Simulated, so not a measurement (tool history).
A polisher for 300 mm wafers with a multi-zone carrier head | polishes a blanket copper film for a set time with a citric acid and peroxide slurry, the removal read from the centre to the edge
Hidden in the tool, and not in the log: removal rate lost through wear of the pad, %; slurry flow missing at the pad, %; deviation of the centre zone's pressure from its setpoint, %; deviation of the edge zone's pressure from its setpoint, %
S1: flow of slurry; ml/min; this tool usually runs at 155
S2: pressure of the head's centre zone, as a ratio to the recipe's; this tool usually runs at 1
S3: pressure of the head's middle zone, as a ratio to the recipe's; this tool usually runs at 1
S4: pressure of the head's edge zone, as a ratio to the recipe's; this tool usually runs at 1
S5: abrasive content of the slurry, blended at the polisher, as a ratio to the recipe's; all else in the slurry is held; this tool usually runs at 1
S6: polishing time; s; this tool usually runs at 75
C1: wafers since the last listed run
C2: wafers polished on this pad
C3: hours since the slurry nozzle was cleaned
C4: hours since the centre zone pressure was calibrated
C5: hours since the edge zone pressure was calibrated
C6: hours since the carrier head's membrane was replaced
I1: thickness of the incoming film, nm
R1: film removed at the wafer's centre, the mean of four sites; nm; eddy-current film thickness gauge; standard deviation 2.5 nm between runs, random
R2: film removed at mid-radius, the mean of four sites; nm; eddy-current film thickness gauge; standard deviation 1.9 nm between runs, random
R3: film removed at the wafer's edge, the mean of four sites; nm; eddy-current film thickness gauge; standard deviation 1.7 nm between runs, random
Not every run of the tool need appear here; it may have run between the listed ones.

run    hour   S1    S2    S3    S4    S5  S6    C1    C2     C3     C4     C5      C6     I1     R1     R2     R3
  1       0  140     1  0.91     1     1  75     0  1667   40.8  769.4  512.3   773.7  699.2  155.9    152  166.1
  2     163  155     1     1     1     1  75   948  2616  203.8  932.4  675.3   936.7  711.4  148.9  166.9    166
      174.8  -- centre zone pressure recalibrated
  3   224.3  155     1     1     1     1  75   345  2961  265.1   49.5  736.6     998  694.4  164.6  167.9  168.5
  4   297.6  155  0.94  0.88     1   0.8  75   426  3388  338.4  122.8  809.9  1071.3  694.8  152.2  148.2  163.3
        350  -- worn pad replaced by a new one
  5   350.5  155     1     1     1   0.9  75   284     3  391.3  175.7  862.8  1124.2  688.6  166.1  166.5  166.2
      369.6  -- edge zone pressure recalibrated
  6   445.7  155     1  0.93   1.1     1  68   542   545  486.5  270.9   76.1  1219.4  711.8    151  142.9  159.1
  7   535.9  155     1     1     1   1.1  75   524  1070  576.7  361.1  166.3  1309.6  705.8  168.8  168.4    170
      609.1  -- slurry nozzle cleaned
  8   726.3  155     1  1.07     1     1  75  1102  2172  117.2  551.5  356.7    1500  707.3  157.6  173.7  165.6
  9   767.5  180     1     1     1     1  75   239  2412  158.4  592.7  397.9  1541.2  698.7  158.3    170  169.7
 10   813.1  155  1.06  1.06  1.11     1  59   265  2677    204  638.3  443.5  1586.8  696.6    134  136.7  137.7
 11   873.3  155  0.97     1     1   1.3  75   350  3027  264.2  698.5  503.7    1647  703.9  161.9    175  173.8
 12   926.6  180     1     1     1   0.7  75   310  3338  317.5  751.8    557  1700.3  685.5    148  160.8  164.4
 13  1013.7  155  1.12  1.12  1.09     1  75   506  3844  404.6  838.9  644.1  1787.4  691.1  171.9  181.1  175.9
 14  1094.7  155     1   1.1     1     1  64   471  4316  485.6  919.9  725.1  1868.4  704.7  126.8  153.6  142.9
       1147  -- worn pad replaced by a new one
     1147.2  -- carrier head's membrane replaced by a new one
 15  1147.5  105     1     1     1     1  68   282     1  538.4  972.7  777.9     0.3  700.1  124.3    139  144.6
     1154.6  -- centre zone pressure recalibrated
 16  1221.4  190     1     1     1     1  75   418   419  612.3   66.8  851.8    74.2  691.4  168.9  172.4  172.1
     1269.3  -- edge zone pressure recalibrated
 17    1290  155     1     1     1     1  75   387   807  680.9  135.4   20.7   142.8  701.1  165.1  167.6  169.4
     1316.2  -- slurry nozzle cleaned
 18  1356.1  180     1     1     1     1  75   378  1186   39.9  201.5   86.8   208.9  710.3  169.2  170.7  169.5
 19  1439.4  135     1     1  1.11  0.85  75   484  1671  123.2  284.8  170.1   292.2  706.3  153.7  158.2  171.3
 20  1508.1  135     1     1     1     1  75   399  2070  191.9  353.5  238.8   360.9  696.6  160.5  162.8  163.9
 21  1544.8  155     1     1     1     1  75   213  2284  228.6  390.2  275.5   397.6  700.7  160.6  167.8  166.5
 22  1629.8  185  1.08     1     1     1  75   494  2779  313.6  475.2  360.5   482.6  707.3  182.9  170.1  172.4

Here are 3 independent what-if runs from the current tool condition. What would each one return?
  A  1630.2  175     1   1     1    1  75   2  2781  314  475.6  360.9  483  704.2   ?   ?   ?
  B  1630.2  195  0.94   1     1    1  75   2  2781  314  475.6  360.9  483  704.2   ?   ?   ?
  C  1630.2  155  0.95   1  0.89  1.2  65   2  2781  314  475.6  360.9  483  704.2   ?   ?   ?

run     R1     R2     R3
  A  161.3  170.7  169.1
  B  154.4  173.4    171
  C  134.2  149.8  141.1
What these runs would have given with no unlogged condition in the tool:
run     R1     R2     R3
  A    167  170.7  169.1
  B  159.9  173.3    171
  C    139  149.7  141.1
